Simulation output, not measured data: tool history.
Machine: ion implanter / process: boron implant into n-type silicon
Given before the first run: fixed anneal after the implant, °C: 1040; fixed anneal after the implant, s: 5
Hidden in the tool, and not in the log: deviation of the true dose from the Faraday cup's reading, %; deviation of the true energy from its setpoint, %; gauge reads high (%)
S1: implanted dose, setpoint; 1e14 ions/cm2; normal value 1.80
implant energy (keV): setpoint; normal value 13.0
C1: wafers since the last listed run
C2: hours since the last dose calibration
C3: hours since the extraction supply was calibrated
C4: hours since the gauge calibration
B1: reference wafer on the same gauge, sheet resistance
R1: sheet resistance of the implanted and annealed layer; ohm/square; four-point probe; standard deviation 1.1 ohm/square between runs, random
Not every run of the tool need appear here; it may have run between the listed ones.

{"run": 1, "hour": 0.0, "S1": 2.06, "implant energy (keV)": 13.0, "C1": 0, "C2": 913.3, "C3": 5934.2, "C4": 1070.4, "B1": 545.98, "R1": 477.01}
{"run": 2, "hour": 93.7, "S1": 2.06, "implant energy (keV)": 13.0, "C1": 1397, "C2": 1007.0, "C3": 6027.9, "C4": 1164.1, "B1": 546.18, "R1": 474.34}
{"run": 3, "hour": 142.8, "S1": 1.8, "implant energy (keV)": 13.0, "C1": 732, "C2": 1056.1, "C3": 6077.0, "C4": 1213.2, "B1": 546.68, "R1": 531.97}
{"run": 4, "hour": 244.9, "S1": 1.8, "implant energy (keV)": 13.0, "C1": 1522, "C2": 1158.2, "C3": 6179.1, "C4": 1315.3, "B1": 546.77, "R1": 530.58}
{"run": 5, "hour": 325.0, "S1": 1.8, "implant energy (keV)": 13.0, "C1": 1194, "C2": 1238.3, "C3": 6259.2, "C4": 1395.4, "B1": 546.67, "R1": 530.47}
{"run": 6, "hour": 400.5, "S1": 1.61, "implant energy (keV)": 13.0, "C1": 1125, "C2": 1313.8, "C3": 6334.7, "C4": 1470.9, "B1": 546.46, "R1": 584.64}
{"run": 7, "hour": 458.0, "S1": 1.61, "implant energy (keV)": 13.0, "C1": 857, "C2": 1371.3, "C3": 6392.2, "C4": 1528.4, "B1": 546.73, "R1": 583.16}
{"run": 8, "hour": 528.7, "S1": 1.8, "implant energy (keV)": 16.0, "C1": 1054, "C2": 1442.0, "C3": 6462.9, "C4": 1599.1, "B1": 547.07, "R1": 515.9}
{"run": 9, "hour": 580.2, "S1": 1.8, "implant energy (keV)": 16.0, "C1": 768, "C2": 1493.5, "C3": 6514.4, "C4": 1650.6, "B1": 547.59, "R1": 516.46}
{"run": 10, "hour": 623.8, "S1": 1.8, "implant energy (keV)": 16.0, "C1": 650, "C2": 1537.1, "C3": 6558.0, "C4": 1694.2, "B1": 547.45, "R1": 516.4}
{"run": 11, "hour": 669.1, "S1": 1.8, "implant energy (keV)": 9.5, "C1": 675, "C2": 1582.4, "C3": 6603.3, "C4": 1739.5, "B1": 547.73, "R1": 552.35}
{"run": 12, "hour": 768.4, "S1": 1.8, "implant energy (keV)": 13.0, "C1": 1480, "C2": 1681.7, "C3": 6702.6, "C4": 1838.8, "B1": 547.65, "R1": 530.43}
{"hour": 882.1, "done": "gauge calibrated"}
{"hour": 886.4, "done": "Faraday cup replaced and dose calibrated"}
{"run": 13, "hour": 920.7, "S1": 1.8, "implant energy (keV)": 13.0, "C1": 2151, "C2": 34.3, "C3": 6854.9, "C4": 38.6, "B1": 538.5, "R1": 521.71}
{"run": 14, "hour": 980.1, "S1": 1.8, "implant energy (keV)": 13.0, "C1": 885, "C2": 93.7, "C3": 6914.3, "C4": 98.0, "B1": 539.12, "R1": 521.02}
{"hour": 1160.2, "done": "extraction supply calibrated"}
{"run": 15, "hour": 1274.3, "S1": 1.8, "implant energy (keV)": 13.0, "C1": 4268, "C2": 387.9, "C3": 114.1, "C4": 392.2, "B1": 542.41, "R1": 526.84}
{"run": 16, "hour": 1378.2, "S1": 1.8, "implant energy (keV)": 13.0, "C1": 1549, "C2": 491.8, "C3": 218.0, "C4": 496.1, "B1": 543.18, "R1": 528.71}
{"run": 17, "hour": 1484.2, "S1": 1.96, "implant energy (keV)": 13.0, "C1": 1580, "C2": 597.8, "C3": 324.0, "C4": 602.1, "B1": 543.85, "R1": 492.0}
{"run": 18, "hour": 1523.0, "S1": 1.31, "implant energy (keV)": 10.0, "C1": 578, "C2": 636.6, "C3": 362.8, "C4": 640.9, "B1": 544.19, "R1": 708.96}
{"run": 19, "hour": 1602.4, "S1": 1.8, "implant energy (keV)": 13.0, "C1": 1184, "C2": 716.0, "C3": 442.2, "C4": 720.3, "B1": 544.31, "R1": 529.78}
{"run": 20, "hour": 1691.3, "S1": 2.32, "implant energy (keV)": 11.5, "C1": 1325, "C2": 804.9, "C3": 531.1, "C4": 809.2, "B1": 544.53, "R1": 435.23}
{"run": 21, "hour": 1732.7, "S1": 2.17, "implant energy (keV)": 11.5, "C1": 617, "C2": 846.3, "C3": 572.5, "C4": 850.6, "B1": 545.08, "R1": 462.81}
{"run": 22, "hour": 1840.5, "S1": 2.32, "implant energy (keV)": 15.0, "C1": 1607, "C2": 954.1, "C3": 680.3, "C4": 958.4, "B1": 546.05, "R1": 421.61}
{"run": 23, "hour": 1890.5, "S1": 1.58, "implant energy (keV)": 10.5, "C1": 745, "C2": 1004.1, "C3": 730.3, "C4": 1008.4, "B1": 545.82, "R1": 607.0}
{"run": 24, "hour": 1935.9, "S1": 1.8, "implant energy (keV)": 13.0, "C1": 677, "C2": 1049.5, "C3": 775.7, "C4": 1053.8, "B1": 546.18, "R1": 530.85}
{"run": 25, "hour": 2028.6, "S1": 1.8, "implant energy (keV)": 17.0, "C1": 1382, "C2": 1142.2, "C3": 868.4, "C4": 1146.5, "B1": 545.89, "R1": 512.7}
{"run": 26, "hour": 2127.7, "S1": 1.8, "implant energy (keV)": 13.0, "C1": 1477, "C2": 1241.3, "C3": 967.5, "C4": 1245.6, "B1": 546.74, "R1": 528.83}
{"run": 27, "hour": 2211.5, "S1": 1.8, "implant energy (keV)": 13.0, "C1": 1249, "C2": 1325.1, "C3": 1051.3, "C4": 1329.4, "B1": 546.33, "R1": 529.77}
{"run": 28, "hour": 2271.8, "S1": 1.35, "implant energy (keV)": 9.0, "C1": 899, "C2": 1385.4, "C3": 1111.6, "C4": 1389.7, "B1": 546.53, "R1": 704.16}
{"run": 29, "hour": 2339.1, "S1": 1.64, "implant energy (keV)": 9.5, "C1": 1003, "C2": 1452.7, "C3": 1178.9, "C4": 1457.0, "B1": 546.86, "R1": 595.98}
{"run": 30, "hour": 2411.4, "S1": 1.8, "implant energy (keV)": 13.0, "C1": 1078, "C2": 1525.0, "C3": 1251.2, "C4": 1529.3, "B1": 546.98, "R1": 530.22}
{"run": 31, "hour": 2447.5, "S1": 1.8, "implant energy (keV)": 11.0, "C1": 538, "C2": 1561.1, "C3": 1287.3, "C4": 1565.4, "B1": 546.78, "R1": 544.57}
{"run": 32, "hour": 2552.9, "S1": 1.8, "implant energy (keV)": 10.5, "C1": 1571, "C2": 1666.5, "C3": 1392.7, "C4": 1670.8, "B1": 547.17, "R1": 546.92}

Each row is a separate what-if for the run after 32, all from the same tool condition, not one after another. Results?
{"run": "A", "hour": 2553.3, "S1": 1.8, "implant energy (keV)": 13.0, "C1": 5, "C2": 1666.9, "C3": 1393.1, "C4": 1671.2, "B1": "?", "R1": "?"}
{"run": "B", "hour": 2553.3, "S1": 1.94, "implant energy (keV)": 15.5, "C1": 5, "C2": 1666.9, "C3": 1393.1, "C4": 1671.2, "B1": "?", "R1": "?"}
{"run": "C", "hour": 2553.3, "S1": 1.45, "implant energy (keV)": 10.5, "C1": 5, "C2": 1666.9, "C3": 1393.1, "C4": 1671.2, "B1": "?", "R1": "?"}

run=A B1=547.19 R1=531.81
run=B B1=547.19 R1=488.61
run=C B1=547.19 R1=651.92
What these runs would have given with no unlogged condition in the tool:
run=A R1=522.83
run=B R1=480.37
run=C R1=640.92
